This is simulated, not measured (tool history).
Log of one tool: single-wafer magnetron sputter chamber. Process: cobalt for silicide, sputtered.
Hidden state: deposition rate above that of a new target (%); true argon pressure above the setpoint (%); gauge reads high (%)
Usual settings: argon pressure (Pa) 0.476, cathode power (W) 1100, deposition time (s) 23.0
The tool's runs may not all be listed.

run     day  argon pressure (Pa)  cathode power (W)  deposition time (s)  wafers since the last listed run  wafers on the sputter target  hours since the last manometer calibration  hours since the magnet pack was replaced  hours since the gauge calibration  read-back reference wafer on the same gauge, thickness_nm  mean film thickness on the monitor wafer (nm)
  1   0.000                0.476               1100                 23.0                                 0                          3385                                      1195.0                                    7173.4                              138.6                                                     13.404                                         11.830
  2   1.025                0.476               1100                 23.0                               579                          3964                                      1219.6                                    7198.0                              163.2                                                     13.403                                         11.806
  3   2.092                0.375               1000                 23.0                               602                          4566                                      1245.2                                    7223.6                              188.8                                                     13.403                                         11.321
  4   2.767                0.375               1000                 23.0                               381                          4948                                      1261.4                                    7239.8                              205.0                                                     13.403                                         11.357
  5   3.775                0.476               1100                 23.0                               569                          5518                                      1285.6                                    7264.0                              229.2                                                     13.404                                         11.803
  6   4.471                0.476               1100                 23.0                               393                          5911                                      1302.3                                    7280.7                              245.9                                                     13.406                                         11.825
  7   5.342                0.476               1100                 23.0                               492                          6403                                      1323.2                                    7301.6                              266.8                                                     13.397                                         11.776
      5.850  -- sputter target and shields replaced
      8.733  -- capacitance manometer re-zeroed and calibrated
  8   9.542                0.476               1100                 23.0                              1996                          1897                                        19.4                                    7402.4                              367.6                                                     13.396                                         12.083
  9  10.150                0.476               1100                 23.0                               343                          2240                                        34.0                                    7417.0                              382.2                                                     13.390                                         12.044
 10  11.446                0.476               1100                 23.0                               732                          2973                                        65.1                                    7448.1                              413.3                                                     13.391                                         12.022
 11  12.208                0.476               1100                 23.0                               430                          3404                                        83.4                                    7466.4                              431.6                                                     13.404                                         12.012
 12  12.712                0.476               1100                 23.0                               284                          3689                                        95.5                                    7478.5                              443.7                                                     13.403                                         11.941
 13  13.912                0.476               1100                 23.0                               678                          4367                                       124.3                                    7507.3                              472.5                                                     13.404                                         11.936
 14  14.775                0.476               1050                 25.4                               487                          4854                                       145.0                                    7528.0                              493.2                                                     13.402                                         12.687
 15  15.871                0.476               1350                 18.5                               619                          5473                                       171.3                                    7554.3                              519.5                                                     13.396                                         11.377
 16  16.700                0.529               1250                 26.0                               468                          5942                                       191.2                                    7574.2                              539.4                                                     13.390                                         14.745
     17.038  -- magnet pack replaced
     17.729  -- sputter target and shields replaced
 17  17.750                0.329                950                 20.4                               216                            12                                       216.4                                      17.1                              564.6                                                     13.405                                         10.044
     18.425  -- gauge calibrated
 18  18.525                0.644               1300                 20.6                               437                           450                                       235.0                                      35.7                                2.4                                                     13.405                                         11.679
 19  19.954                0.613               1250                 23.0                               807                          1257                                       269.3                                      70.0                               36.7                                                     13.406                                         12.681
 20  23.746                0.368               1250                 23.0                              2142                          3400                                       360.3                                     161.0                              127.7                                                     13.396                                         13.935
 21  24.629                0.476               1100                 26.5                               499                          3899                                       381.5                                     182.2                              148.9                                                     13.407                                         13.759
 22  25.483                0.476               1100                 23.0                               482                          4382                                       402.0                                     202.7                              169.4                                                     13.394                                         11.889
 23  26.658                0.476               1100                 23.0                               663                          5046                                       430.2                                     230.9                              197.6                                                     13.402                                         11.855
 24  27.262                0.476                800                 23.0                               341                          5387                                       444.7                                     245.4                              212.1                                                     13.403                                          9.138
 25  28.454                0.528                950                 18.9                               673                          6060                                       473.3                                     274.0                              240.7                                                     13.393                                          8.440
 26  28.971                0.348                850                 23.0                               291                          6352                                       485.7                                     286.4                              253.1                                                     13.397                                         10.100
 27  29.729                0.476               1250                 23.0                               428                          6781                                       503.9                                     304.6                              271.3                                                     13.394                                         13.138
 28  30.779                0.476               1100                 23.0                               593                          7374                                       529.1                                     329.8                              296.5                                                     13.392                                         11.797
     31.854  -- sputter target and shields replaced
 29  31.875                0.476               1100                 26.3                               430                            12                                       555.4                                     356.1                              322.8                                                     13.412                                         13.685
 30  32.583                0.476               1100                 23.0                               400                           412                                       572.4                                     373.1                              339.8                                                     13.398                                         11.988
 31  33.983                0.476               1100                 23.0                               791                          1203                                       606.0                                     406.7                              373.4                                                     13.402                                         11.957
 32  35.279                0.582                900                 25.6                               732                          1936                                       637.1                                     437.8                              404.5                                                     13.395                                         10.760
 33  35.808                0.426               1000                 25.0                               299                          2235                                       649.8                                     450.5                              417.2                                                     13.406                                         12.297
 34  37.292                0.476                850                 19.1                               838                          3073                                       685.4                                     486.1                              452.8                                                     13.400                                          8.004
 35  38.617                0.476               1350                 20.5                               748                          3822                                       717.2                                     517.9                              484.6                                                     13.404                                         12.639

Forecast each of these 4 alternatives for the next run:
  A  38.633                0.335               1100                 23.0                                 9                          3831                                       717.6                                     518.3                              485.0                                                          ?                                              ?
  B  38.633                0.308                950                 19.8                                 9                          3831                                       717.6                                     518.3                              485.0                                                          ?                                              ?
  C  38.633                0.423               1200                 23.0                                 9                          3831                                       717.6                                     518.3                              485.0                                                          ?                                              ?
  D  38.633                0.476               1100                 25.9                                 9                          3831                                       717.6                                     518.3                              485.0                                                          ?                                              ?

run  read-back reference wafer on the same gauge, thickness_nm  mean film thickness on the monitor wafer (nm)
  A                                                     13.395                                         12.605
  B                                                     13.395                                          9.720
  C                                                     13.395                                         13.082
  D                                                     13.395                                         13.397
Without the tool's hidden state the same runs would have given:
run  mean film thickness on the monitor wafer (nm)
  A                                         12.822
  B                                          9.880
  C                                         13.340
  D                                         13.680

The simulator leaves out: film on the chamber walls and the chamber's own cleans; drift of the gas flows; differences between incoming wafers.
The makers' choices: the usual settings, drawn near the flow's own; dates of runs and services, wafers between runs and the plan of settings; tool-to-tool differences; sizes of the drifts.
